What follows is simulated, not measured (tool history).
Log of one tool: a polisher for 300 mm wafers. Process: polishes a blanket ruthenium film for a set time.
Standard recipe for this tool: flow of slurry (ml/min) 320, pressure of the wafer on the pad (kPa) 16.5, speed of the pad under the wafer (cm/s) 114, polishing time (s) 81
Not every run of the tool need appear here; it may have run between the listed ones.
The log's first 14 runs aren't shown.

run,hour,flow of slurry (ml/min),pressure of the wafer on the pad (kPa),speed of the pad under the wafer (cm/s),polishing time (s),wafers since the last listed run,wafers polished on this pad,hours since the slurry nozzle was cleaned,hours since the head pressure was calibrated,"incoming thickness of the incoming film, nm",film removed (Å)
15,222,320,16.5,114,87,70,953,569.8,1520.8,458.2,1034
16,229.2,350,16.5,114,81,84,1038,577,1528,450.6,1003
17,245.1,350,16.5,114,81,187,1226,592.9,1543.9,448.6,974
# hour 254.5: worn pad replaced by a new one
18,259.3,320,16.5,114,87,120,56,607.1,1558.1,447.4,1106
# hour 268.9: head pressure recalibrated
19,277,375,16.5,114,81,185,241,624.8,8.1,453.9,1062
20,285.5,320,16.5,148,97,100,341,633.3,16.6,449.1,1440
21,300,405,11.7,114,58,171,513,647.8,31.1,451.3,531
22,312.7,320,16.5,126,81,149,662,660.5,43.8,450.2,1099
23,330.6,320,13.1,114,96,211,873,678.4,61.7,448.1,935
# hour 335.7: slurry nozzle cleaned
24,343,320,16.5,114,81,134,1008,7.3,74.1,451.7,987
# hour 348.9: worn pad replaced by a new one
25,360.4,320,16.5,114,81,158,135,24.7,91.5,449.2,1015
26,369.5,365,13.8,114,81,107,243,33.8,100.6,450.4,878
27,382.5,320,13.8,134,81,153,396,46.8,113.6,452,928
28,396.7,320,16.5,114,94,167,564,61,127.8,447.1,1157
29,403.5,380,16.5,114,81,80,644,67.8,134.6,446.4,1031
30,417.8,245,12.4,150,73,168,812,82.1,148.9,452.2,777
31,432.6,405,11.7,114,58,174,987,96.9,163.7,456.4,506
# hour 444.8: worn pad replaced by a new one
32,445.3,320,20.7,76,81,102,5,109.6,176.4,443.5,1035
33,452.6,230,16.5,114,56,86,92,116.9,183.7,451.9,677
34,460,320,16.5,144,89,87,179,124.3,191.1,448.5,1309
35,469.1,320,16.5,114,81,107,286,133.4,200.2,446.7,1035

What if the next run were any one of these 4? Each begins from the tool's condition after run 35:
A,469.5,320,16.5,94,81,4,291,133.8,200.6,451.8,?
B,469.5,220,16.5,114,92,4,291,133.8,200.6,451.8,?
C,469.5,320,16.5,114,71,4,291,133.8,200.6,451.8,?
D,469.5,320,16.5,86,81,4,291,133.8,200.6,451.8,?

run,film removed (Å)
A,927
B,1127
C,908
D,883
The same runs, with their run-to-run variation unchanged, on a tool lacking any hidden condition would have given:
run,film removed (Å)
A,946
B,1149
C,926
D,901
